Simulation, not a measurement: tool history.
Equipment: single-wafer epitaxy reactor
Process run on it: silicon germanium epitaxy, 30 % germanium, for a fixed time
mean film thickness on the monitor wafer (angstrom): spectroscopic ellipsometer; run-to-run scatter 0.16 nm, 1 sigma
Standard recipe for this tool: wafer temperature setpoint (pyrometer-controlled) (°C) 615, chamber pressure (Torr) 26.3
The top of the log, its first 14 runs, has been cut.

| run | hour | wafer temperature setpoint (pyrometer-controlled) (°C) | chamber pressure (Torr) | read-back reference wafer on the same gauge, thickness_nm | mean film thickness on the monitor wafer (angstrom) |
|---|---|---|---|---|---|
| 15 | 197 | 627 | 26.3 | 80.192 | 1065.36 |
| 16 | 208.7 | 615 | 26.3 | 80.246 | 838.57 |
| 17 | 219.1 | 630 | 31.7 | 80.19 | 1173.46 |
| 18 | 230.3 | 615 | 26.3 | 80.22 | 837.22 |
| 19 | 246.7 | 615 | 26.3 | 80.179 | 838.94 |
| 20 | 295.4 | 615 | 22.6 | 80.232 | 816.79 |
|  | 303.7 | capacitance manometer re-zeroed and calibrated |
| 21 | 306 | 623 | 28.2 | 80.221 | 984.37 |
| 22 | 312.5 | 606 | 29.4 | 80.238 | 702.04 |
| 23 | 329.2 | 615 | 20.1 | 80.184 | 783.92 |
| 24 | 338.3 | 622 | 20.3 | 80.224 | 904.82 |
|  | 348.3 | gauge calibrated |
|  | 351 | pyrometer calibrated |
| 25 | 351.5 | 626 | 30.4 | 80.187 | 1097.67 |
|  | 360.2 | showerhead replaced |
| 26 | 361.9 | 615 | 26.3 | 80.117 | 855.43 |
| 27 | 405.3 | 621 | 22.1 | 80.24 | 933.77 |
| 28 | 411.9 | 615 | 23.5 | 80.188 | 837.9 |
| 29 | 418.1 | 604 | 23.5 | 80.223 | 666.65 |
| 30 | 429.6 | 615 | 26.3 | 80.167 | 855.45 |
| 31 | 438.9 | 619 | 30.1 | 80.215 | 951.5 |
| 32 | 455.7 | 627 | 26.3 | 80.185 | 1082.83 |
| 33 | 462.1 | 615 | 26.3 | 80.184 | 855.02 |
| 34 | 472.6 | 606 | 26.3 | 80.225 | 712.05 |
| 35 | 486.4 | 615 | 26.3 | 80.274 | 852.93 |
| 36 | 527 | 611 | 20 | 80.193 | 747.24 |

3 ways to go on from here, each from the tool as it stands after run 36. What would each give?
| A | 527.4 | 615 | 26.3 | ? | ? |
| B | 527.4 | 603 | 31.3 | ? | ? |
| C | 527.4 | 615 | 29.2 | ? | ? |

| run | read-back reference wafer on the same gauge, thickness_nm | mean film thickness on the monitor wafer (angstrom) |
|---|---|---|
| A | 80.182 | 851.85 |
| B | 80.182 | 691.06 |
| C | 80.182 | 870.34 |
Without the tool's hidden state the same runs would have given:
| run | mean film thickness on the monitor wafer (angstrom) |
|---|---|
| A | 854.51 |
| B | 693.37 |
| C | 873.05 |
